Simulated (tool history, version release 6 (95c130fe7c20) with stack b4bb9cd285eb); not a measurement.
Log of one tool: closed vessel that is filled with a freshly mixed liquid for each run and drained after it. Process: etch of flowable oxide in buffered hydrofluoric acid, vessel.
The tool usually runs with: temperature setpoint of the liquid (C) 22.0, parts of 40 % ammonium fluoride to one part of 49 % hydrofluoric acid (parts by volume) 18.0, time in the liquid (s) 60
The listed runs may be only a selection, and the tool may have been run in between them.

run	hour	temperature setpoint of the liquid (C)	parts of 40 % ammonium fluoride to one part of 49 % hydrofluoric acid (parts by volume)	time in the liquid (s)	wafers since the last listed run	hours since the thermometer was replaced	hours since the hydrofluoric acid flow meter was replaced	hours since the gauge calibration	read-back film thickness of the flowable oxide reference wafer, read on the same gauge (nm)	thickness taken off the flowable oxide on a monitor wafer (angstrom)
1	0.0	22.0	22.5	60	0	1457.7	1405.5	49.8	99.97	745.1
2	12.1	22.0	22.5	60	807	1469.8	1417.6	61.9	99.98	735.9
3	25.9	22.0	22.5	60	920	1483.6	1431.4	75.7	100.03	740.7
4	34.2	22.0	23.5	60	553	1491.9	1439.7	84.0	99.97	717.2
5	44.5	22.0	23.5	60	687	1502.2	1450.0	94.3	99.99	722.3
6	56.6	22.0	18.0	60	807	1514.3	1462.1	106.4	100.01	891.1
7	63.8	22.0	20.5	60	480	1521.5	1469.3	113.6	99.98	791.3
8	81.7	22.0	20.5	60	1194	1539.4	1487.2	131.5	100.01	791.2
9	96.0	22.0	20.5	60	954	1553.7	1501.5	145.8	99.99	792.9
10	102.2	22.0	18.0	35	413	1559.9	1507.7	152.0	100.01	518.6
# hour 107.8: thermometer replaced
11	113.0	23.5	11.5	40	653	5.2	1518.5	162.8	99.99	1000.3
12	126.0	24.5	14.0	70	867	18.2	1531.5	175.8	100.02	1537.8
# hour 135.9: gauge calibrated
13	135.9	17.0	15.0	45	660	28.1	1541.4	0.0	100.00	605.2
14	142.5	19.5	18.0	60	440	34.7	1548.0	6.6	99.98	784.1
# hour 146.5: hydrofluoric acid flow meter replaced
15	158.8	24.5	18.0	70	1021	51.0	12.3	22.9	100.00	1200.9
16	171.6	22.0	18.0	60	854	63.8	25.1	35.7	99.98	891.6
17	180.5	18.5	18.0	60	593	72.7	34.0	44.6	100.03	733.4
18	190.4	17.5	12.0	75	660	82.6	43.9	54.5	99.99	1287.8

Hidden state, per run?
liquid hotter than its thermometer reads (K): 0, the same for each run
hydrofluoric acid flow above the setpoint (%): 0, the same for each run
gauge reads high (%): 0, the same for each run

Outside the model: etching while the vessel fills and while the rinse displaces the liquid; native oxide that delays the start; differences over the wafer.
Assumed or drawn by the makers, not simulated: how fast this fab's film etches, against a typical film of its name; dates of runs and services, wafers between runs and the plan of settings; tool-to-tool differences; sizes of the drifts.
